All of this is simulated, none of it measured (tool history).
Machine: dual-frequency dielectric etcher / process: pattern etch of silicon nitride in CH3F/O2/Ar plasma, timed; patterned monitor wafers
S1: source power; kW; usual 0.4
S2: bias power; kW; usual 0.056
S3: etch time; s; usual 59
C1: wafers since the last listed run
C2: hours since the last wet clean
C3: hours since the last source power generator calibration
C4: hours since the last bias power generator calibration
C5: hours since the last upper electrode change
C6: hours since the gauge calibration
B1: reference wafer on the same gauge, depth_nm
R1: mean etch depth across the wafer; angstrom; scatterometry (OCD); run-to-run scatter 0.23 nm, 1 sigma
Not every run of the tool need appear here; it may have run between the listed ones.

run	hour	S1	S2	S3	C1	C2	C3	C4	C5	C6	B1	R1
1	0	0.4	0.056	59	0	223.7	4539.5	2176.3	2405.1	45	32.4	366.6
2	26.4	0.4	0.056	59	265	250.1	4565.9	2202.7	2431.5	71.4	32.38	370.1
3	58	0.4	0.056	59	317	281.7	4597.5	2234.3	2463.1	103	32.35	369.6
4	93.2	0.35	0.056	59	353	316.9	4632.7	2269.5	2498.3	138.2	32.38	348.8
5	128.5	0.35	0.056	59	354	352.2	4668	2304.8	2533.6	173.5	32.39	345.4
6	144.1	0.4	0.056	59	156	367.8	4683.6	2320.4	2549.2	189.1	32.43	373.4
7	168	0.4	0.056	59	240	391.7	4707.5	2344.3	2573.1	213	32.4	368.5
8	198.1	0.4	0.056	59	302	421.8	4737.6	2374.4	2603.2	243.1	32.43	371.3
9	231.9	0.4	0.056	45.5	339	455.6	4771.4	2408.2	2637	276.9	32.4	284.4
10	250.1	0.4	0.056	45.5	182	473.8	4789.6	2426.4	2655.2	295.1	32.43	285.9
11	268.4	0.4	0.056	45.5	183	492.1	4807.9	2444.7	2673.5	313.4	32.36	284.1
12	298.8	0.4	0.056	59	305	522.5	4838.3	2475.1	2703.9	343.8	32.4	369.3
# hour 313.4: source power generator calibrated
13	330.4	0.4	0.056	59	277	554.1	17	2506.7	2735.5	375.4	32.35	369.5

The next listed run, before its measurement:
14	360.8	0.4	0.056	59	305	584.5	47.4	2537.1	2765.9	405.8	?	?

{"run 14": {"B1": 32.36, "R1": 370.3}}
With the hidden condition absent and the run-to-run variation left alone, this run would have shown R1 370.3 angstrom.
